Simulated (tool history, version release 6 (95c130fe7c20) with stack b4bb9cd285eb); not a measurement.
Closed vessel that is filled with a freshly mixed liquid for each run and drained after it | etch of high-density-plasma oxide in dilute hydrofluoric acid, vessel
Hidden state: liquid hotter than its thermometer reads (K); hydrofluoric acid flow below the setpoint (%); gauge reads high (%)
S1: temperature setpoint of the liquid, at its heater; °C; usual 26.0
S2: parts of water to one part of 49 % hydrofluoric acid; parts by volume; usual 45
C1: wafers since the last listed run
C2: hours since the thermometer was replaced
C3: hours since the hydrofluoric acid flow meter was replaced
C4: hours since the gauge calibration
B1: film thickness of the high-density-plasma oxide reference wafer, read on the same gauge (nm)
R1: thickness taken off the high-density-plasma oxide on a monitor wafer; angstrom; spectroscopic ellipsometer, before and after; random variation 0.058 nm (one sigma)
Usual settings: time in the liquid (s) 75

Run 1, hour 0.0: usual settings; C1 0; C2 2341.9; C3 1038.3; C4 7.6; B1 80.04. Result: R1 120.9 angstrom.
Run 2, hour 8.3: usual settings; C1 999; C2 2350.2; C3 1046.6; C4 15.9; B1 79.98. Result: R1 121.6 angstrom.
Run 3, hour 21.1: usual settings but S2 40 parts by volume; C1 1541; C2 2363.0; C3 1059.4; C4 28.7; B1 80.01. Result: R1 137.2 angstrom.
Run 4, hour 38.5: usual settings but S2 40 parts by volume; C1 2096; C2 2380.4; C3 1076.8; C4 46.1; B1 80.00. Result: R1 137.1 angstrom.
Run 5, hour 45.6: usual settings; C1 855; C2 2387.5; C3 1083.9; C4 53.2; B1 79.98. Result: R1 120.2 angstrom.
Run 6, hour 53.3: usual settings; C1 927; C2 2395.2; C3 1091.6; C4 60.9; B1 80.00. Result: R1 120.2 angstrom.
Run 7, hour 64.1: usual settings; C1 1300; C2 2406.0; C3 1102.4; C4 71.7; B1 80.00. Result: R1 120.3 angstrom.
Run 8, hour 78.2: usual settings; C1 1698; C2 2420.1; C3 1116.5; C4 85.8; B1 79.99. Result: R1 120.8 angstrom.
Run 9, hour 87.5: usual settings; C1 1120; C2 2429.4; C3 1125.8; C4 95.1; B1 80.01. Result: R1 121.0 angstrom.
Run 10, hour 104.5: usual settings; C1 2047; C2 2446.4; C3 1142.8; C4 112.1; B1 79.97. Result: R1 120.2 angstrom.
Run 11, hour 116.8: usual settings; C1 1481; C2 2458.7; C3 1155.1; C4 124.4; B1 80.01. Result: R1 119.3 angstrom.
Run 12, hour 130.7: usual settings; C1 1674; C2 2472.6; C3 1169.0; C4 138.3; B1 80.02. Result: R1 120.1 angstrom.
Run 13, hour 142.2: usual settings; C1 1385; C2 2484.1; C3 1180.5; C4 149.8; B1 79.99. Result: R1 120.5 angstrom.
At hour 147.8: hydrofluoric acid flow meter replaced.
Run 14, hour 149.2: usual settings; C1 722; C2 2491.1; C3 1.4; C4 156.8; B1 80.01. Result: R1 131.4 angstrom.
Run 15, hour 159.6: usual settings; C1 1252; C2 2501.5; C3 11.8; C4 167.2; B1 80.01. Result: R1 131.0 angstrom.
Run 16, hour 176.5: usual settings but S1 30.5 °C, S2 40 parts by volume, time in the liquid (s) 40; C1 2035; C2 2518.4; C3 28.7; C4 184.1; B1 80.02. Result: R1 94.5 angstrom.
Run 17, hour 194.1: usual settings but S2 30 parts by volume; C1 2120; C2 2536.0; C3 46.3; C4 201.7; B1 79.99. Result: R1 200.0 angstrom.
Run 18, hour 206.4: usual settings but S2 65 parts by volume; C1 1481; C2 2548.3; C3 58.6; C4 214.0; B1 80.01. Result: R1 87.8 angstrom.
Run 19, hour 213.1: usual settings; C1 807; C2 2555.0; C3 65.3; C4 220.7; B1 79.99. Result: R1 129.4 angstrom.
At hour 219.5: gauge calibrated.
Run 20, hour 221.3: usual settings; C1 987; C2 2563.2; C3 73.5; C4 1.8; B1 80.01. Result: R1 130.2 angstrom.
Run 21, hour 238.2: usual settings; C1 2035; C2 2580.1; C3 90.4; C4 18.7; B1 79.97. Result: R1 129.9 angstrom.
Run 22, hour 252.5: usual settings; C1 1722; C2 2594.4; C3 104.7; C4 33.0; B1 80.01. Result: R1 130.3 angstrom.
At hour 255.8: thermometer replaced.
Run 23, hour 261.5: usual settings but S1 31.0 °C, S2 30 parts by volume, time in the liquid (s) 50; C1 963; C2 5.7; C3 113.7; C4 42.0; B1 80.04. Result: R1 161.5 angstrom.
Run 24, hour 271.5: usual settings; C1 1204; C2 15.7; C3 123.7; C4 52.0; B1 80.00. Result: R1 130.3 angstrom.
Run 25, hour 279.7: usual settings but S1 22.5 °C; C1 987; C2 23.9; C3 131.9; C4 60.2; B1 80.03. Result: R1 111.8 angstrom.
Run 26, hour 296.4: usual settings; C1 2011; C2 40.6; C3 148.6; C4 76.9; B1 79.98. Result: R1 129.6 angstrom.
Run 27, hour 314.4: usual settings but S1 30.0 °C, S2 25 parts by volume, time in the liquid (s) 60; C1 2168; C2 58.6; C3 166.6; C4 94.9; B1 80.01. Result: R1 226.4 angstrom.
Run 28, hour 329.4: usual settings but S1 29.0 °C, S2 60 parts by volume; C1 1806; C2 73.6; C3 181.6; C4 109.9; B1 80.01. Result: R1 107.4 angstrom.
Run 29, hour 343.1: usual settings but S2 55 parts by volume, time in the liquid (s) 40; C1 1650; C2 87.3; C3 195.3; C4 123.6; B1 80.02. Result: R1 55.6 angstrom.
Run 30, hour 350.1: usual settings but S1 24.5 °C, S2 60 parts by volume; C1 843; C2 94.3; C3 202.3; C4 130.6; B1 80.02. Result: R1 89.1 angstrom.
Run 31, hour 367.5: usual settings but S1 28.0 °C; C1 2096; C2 111.7; C3 219.7; C4 148.0; B1 80.00. Result: R1 140.0 angstrom.

Measured less the same run without the tool's hidden state. The same run-to-run variation is in both; the gauge's scatter may not be:
run     R1
  1  -10.6
  2  -10.8
  3  -12.2
  4  -12.4
  5  -11.0
  6  -11.2
  7  -11.2
  8  -11.4
  9  -11.5
 10  -11.6
 11  -11.7
 12  -11.9
 13  -12.1
 14   -1.0
 15   -1.1
 16   -0.9
 17   -2.2
 18   -1.1
 19   -1.5
 20   -1.7
 21   -1.8
 22   -2.0
 23   -2.5
 24   -2.2
 25   -1.9
 26   -2.4
 27   -4.4
 28   -2.3
 29   -1.3
 30   -2.1
 31   -3.4
